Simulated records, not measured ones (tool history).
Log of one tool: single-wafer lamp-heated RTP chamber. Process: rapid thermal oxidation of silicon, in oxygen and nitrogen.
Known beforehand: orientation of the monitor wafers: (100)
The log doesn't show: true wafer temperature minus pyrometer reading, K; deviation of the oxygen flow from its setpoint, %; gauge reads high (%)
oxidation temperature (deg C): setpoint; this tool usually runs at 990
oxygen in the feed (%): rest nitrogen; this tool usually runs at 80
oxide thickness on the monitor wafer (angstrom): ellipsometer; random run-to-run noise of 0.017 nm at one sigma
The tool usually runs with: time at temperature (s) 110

run	hour	oxidation temperature (deg C)	time at temperature (s)	oxygen in the feed (%)	wafers since the last listed run	wafers since the last pyrometer calibration	hours since the oxygen flow controller was replaced	hours since the gauge calibration	read-back reference wafer on the same gauge, thickness	oxide thickness on the monitor wafer (angstrom)
1	0	990	110	80	0	4197	6131.9	101.8	7.268	74.22
2	6.9	990	110	80	50	4247	6138.8	108.7	7.271	73.96
3	21.5	977	151	80	106	4354	6153.4	123.3	7.27	78.07
4	34.5	990	110	98	94	4449	6166.4	136.3	7.264	80.07
5	55.8	990	110	98	155	4604	6187.7	157.6	7.268	80.01
6	73.4	990	70	80	128	4733	6205.3	175.2	7.271	61.19
7	82.9	990	70	80	69	4802	6214.8	184.7	7.27	61.1
8	100.3	990	70	80	126	4929	6232.2	202.1	7.273	61.17
# hour 102.7: gauge calibrated
# hour 110.6: oxygen flow controller replaced
9	112.8	961	70	98	32	4962	2.2	10.1	7.271	53.38
10	121.3	990	110	80	62	5024	10.7	18.6	7.27	75.2
# hour 137.8: pyrometer window cleaned and pyrometer calibrated
11	138.3	979	72	91	65	3	27.7	35.6	7.268	57.86
12	143.3	962	131	72	36	39	32.7	40.6	7.27	60.91
13	151	990	63	80	56	96	40.4	48.3	7.268	56.66
14	162.2	990	110	80	81	177	51.6	59.5	7.275	72.29
15	176.8	1009	110	56	106	284	66.2	74.1	7.275	73.13
16	204.4	990	110	80	201	485	93.8	101.7	7.277	72.23
17	215.5	979	110	80	80	566	104.9	112.8	7.263	66.77

Here are 3 independent what-if runs from the current tool condition. What would each one return?
A	215.9	990	110	80	2	569	105.3	113.2	?	?
B	215.9	960	147	60	2	569	105.3	113.2	?	?
C	215.9	1017	149	80	2	569	105.3	113.2	?	?

run	read-back reference wafer on the same gauge, thickness	oxide thickness on the monitor wafer (angstrom)
A	7.27	72.52
B	7.27	59.6
C	7.27	101.75
Had the tool no hidden state, the same runs would have come out as:
run	oxide thickness on the monitor wafer (angstrom)
A	72.36
B	59.47
C	101.54

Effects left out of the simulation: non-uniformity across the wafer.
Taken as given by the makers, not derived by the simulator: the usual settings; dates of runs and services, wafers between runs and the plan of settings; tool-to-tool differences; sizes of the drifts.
